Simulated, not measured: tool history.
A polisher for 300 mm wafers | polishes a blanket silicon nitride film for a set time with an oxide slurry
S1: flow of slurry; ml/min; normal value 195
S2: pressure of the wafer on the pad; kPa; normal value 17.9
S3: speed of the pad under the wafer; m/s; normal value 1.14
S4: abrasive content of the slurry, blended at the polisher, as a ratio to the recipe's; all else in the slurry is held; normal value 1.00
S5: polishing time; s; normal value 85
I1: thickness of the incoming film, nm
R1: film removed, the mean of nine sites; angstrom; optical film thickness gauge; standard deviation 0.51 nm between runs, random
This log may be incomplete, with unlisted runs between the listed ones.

run   hour   S1    S2    S3    S4   S5     I1   R1
  1    0.0  195  17.9  1.14  1.00   85  389.8  366
  2   15.6  195  17.9  1.14  1.00   85  389.2  376
  3   33.5  195  17.9  1.14  1.00   70  384.7  296
  4   46.8  195  17.9  1.14  1.00   70  384.7  299
  5   56.2  195  17.9  1.14  1.00   85  394.2  356
  6   67.4  195  17.9  1.14  1.00   85  392.4  355
      73.5  -- worn pad replaced by a new one
  7   85.2  195  17.9  1.14  1.00   85  387.4  394
      93.7  -- slurry nozzle cleaned
  8   94.2  195  22.8  1.14  1.00   85  391.4  500
  9  105.9  195  22.8  1.14  1.00   85  392.6  486
 10  122.3  195  22.8  1.14  1.00   85  395.0  471
 11  139.5  135  17.9  1.14  0.70   85  388.7  278
 12  147.2  195  17.9  1.14  1.00   85  389.2  367
 13  160.0  195  17.9  1.48  1.00   85  389.9  426
 14  168.2  195  20.7  1.14  1.00   68  389.0  334
 15  175.1  195  17.9  0.84  1.00  102  387.1  367
     184.7  -- slurry blender recalibrated
 16  186.6  195  17.9  1.14  1.10   62  387.6  273
     192.9  -- worn pad replaced by a new one
     198.0  -- head pressure recalibrated
     199.7  -- conditioning disc replaced and pad reconditioned
 17  201.7  195  23.4  1.28  1.00   85  390.4  570
 18  216.9  230  22.8  1.14  1.00   85  391.3  502
 19  233.4  195  22.1  0.94  1.15  112  395.8  590
 20  250.4  195  17.9  1.14  1.00   85  385.8  375
 21  267.2  195  17.9  1.14  1.00   85  388.9  364

What the log doesn't show, run by run:
slurry flow missing at the pad, %: 0 on each run
deviation of the head's pressure from its setpoint, %: 0 on each run
abrasive missing from the slurry, %: 0 on each run
time polished since the conditioner stopped cutting, s: 0 on each run
H1: removal rate lost through wear of the pad, %
run    H1
  1  10.8
  2  12.1
  3  13.1
  4  13.6
  5  13.9
  6  14.2
  7   3.7
  8  5.73
  9  7.85
 10    10
 11  11.6
 12  12.2
 13  12.9
 14  13.2
 15  13.5
 16  13.9
 17  3.21
 18  6.65
 19  9.29
 20  11.2
 21  12.5
